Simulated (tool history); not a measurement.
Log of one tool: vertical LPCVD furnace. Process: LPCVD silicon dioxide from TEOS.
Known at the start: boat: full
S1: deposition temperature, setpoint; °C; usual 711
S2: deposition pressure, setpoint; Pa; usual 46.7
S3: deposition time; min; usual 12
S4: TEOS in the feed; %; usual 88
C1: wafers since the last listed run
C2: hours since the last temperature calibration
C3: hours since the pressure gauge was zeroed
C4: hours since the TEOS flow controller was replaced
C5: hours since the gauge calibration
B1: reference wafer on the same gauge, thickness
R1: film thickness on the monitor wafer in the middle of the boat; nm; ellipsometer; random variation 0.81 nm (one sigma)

run	hour	S1	S2	S3	S4	C1	C2	C3	C4	C5	B1	R1
1	0	711	42.7	12	88	0	3809.4	3102.8	4309.9	1774.5	118.99	133.9
2	74.6	711	46.7	12	88	872	3884	3177.4	4384.5	1849.1	119.04	141.62
3	131.3	711	46.7	12	88	662	3940.7	3234.1	4441.2	1905.8	118.99	141.11
4	189.6	711	46.7	12	88	681	3999	3292.4	4499.5	1964.1	119.03	142.14
# hour 222.6: gauge calibrated
5	295.4	711	46.7	12	88	1237	4104.8	3398.2	4605.3	72.8	118.94	140.48
6	356.4	711	46.7	12	88	713	4165.8	3459.2	4666.3	133.8	119.08	140.06
7	406.4	711	46.7	12	88	584	4215.8	3509.2	4716.3	183.8	118.98	142
8	512.1	711	38.7	12	88	1235	4321.5	3614.9	4822	289.5	119	126.77
9	592.8	711	38.7	12	88	943	4402.2	3695.6	4902.7	370.2	118.91	128
10	684.5	711	38.7	12	88	1072	4493.9	3787.3	4994.4	461.9	119.04	127.07
11	735.9	711	53.3	12	88	600	4545.3	3838.7	5045.8	513.3	118.94	149.47
12	816.9	711	53.3	12	88	947	4626.3	3919.7	5126.8	594.3	118.92	151.26
# hour 868.2: pressure gauge zeroed
13	921.2	711	46.7	12	88	938	4730.6	53	5231.1	698.6	119.06	143.61
14	983.1	711	46.7	12	88	723	4792.5	114.9	5293	760.5	119.06	143.46
15	1179.6	704	46.7	12	88	2297	4989	311.4	5489.5	957	119.02	122.88
16	1276.5	711	46.7	12	88	1132	5085.9	408.3	5586.4	1053.9	118.99	143.3
# hour 1308.7: thermocouples replaced and temperature profile calibrated
17	1349.5	703	46.7	16.5	73	572	40.8	481.3	5659.4	1126.9	118.99	149.63
18	1398.5	711	46.7	12	88	572	89.8	530.3	5708.4	1175.9	118.97	143.78
19	1451.1	711	46.7	12	88	615	142.4	582.9	5761	1228.5	118.89	144.07
20	1527.7	711	46.7	12	76	895	219	659.5	5837.6	1305.1	118.86	133.24
21	1579	702	46.7	12	88	599	270.3	710.8	5888.9	1356.4	119.07	115.71
# hour 1798.6: gauge calibrated
22	1879.8	714	55.3	8.5	88	3516	571.1	1011.6	6189.7	81.2	119.03	118.36
# hour 1905.1: TEOS flow controller replaced
23	2054.4	711	46.7	12	88	1760	745.7	1186.2	149.3	255.8	119.05	143.69
24	2358	711	46.7	12	88	3549	1049.3	1489.8	452.9	559.4	119.13	142.75
25	2423.6	703	46.7	12	88	767	1114.9	1555.4	518.5	625	118.98	117.28
26	2501	720	52	12	78	904	1192.3	1632.8	595.9	702.4	118.99	175.68
27	2747.3	711	46.7	12	78	2879	1438.6	1879.1	842.2	948.7	119.05	133.38
28	2806.6	711	51.3	10.5	88	693	1497.9	1938.4	901.5	1008	118.91	129.11
29	3062.9	711	46.7	12	88	2996	1754.2	2194.7	1157.8	1264.3	118.97	141.12
30	3130.3	711	46.7	12	88	788	1821.6	2262.1	1225.2	1331.7	119.03	142.69
31	3216.6	711	46.7	13.5	88	1009	1907.9	2348.4	1311.5	1418	118.94	160.68
32	3308	711	42	10.5	88	1068	1999.3	2439.8	1402.9	1509.4	118.97	116.73

The same runs without the tool's hidden state, with the same run-to-run variation:
The hidden state here: true tube temperature minus thermocouple reading, K; true pressure minus gauge reading, mTorr; deviation of the TEOS flow from its setpoint, %; gauge reads high (%).
run	R1
1	137.22
2	144.85
3	144.34
4	145.41
5	143.74
6	143.33
7	145.32
8	130.41
9	131.69
10	130.75
11	152.58
12	154.43
13	143.54
14	143.54
15	123.34
16	144.04
17	150.56
18	144.77
19	145.16
20	134.37
21	116.76
22	119.58
23	145.67
24	145.05
25	119.22
26	178.36
27	135.83
28	131.3
29	143.93
30	145.57
31	163.97
32	119.44
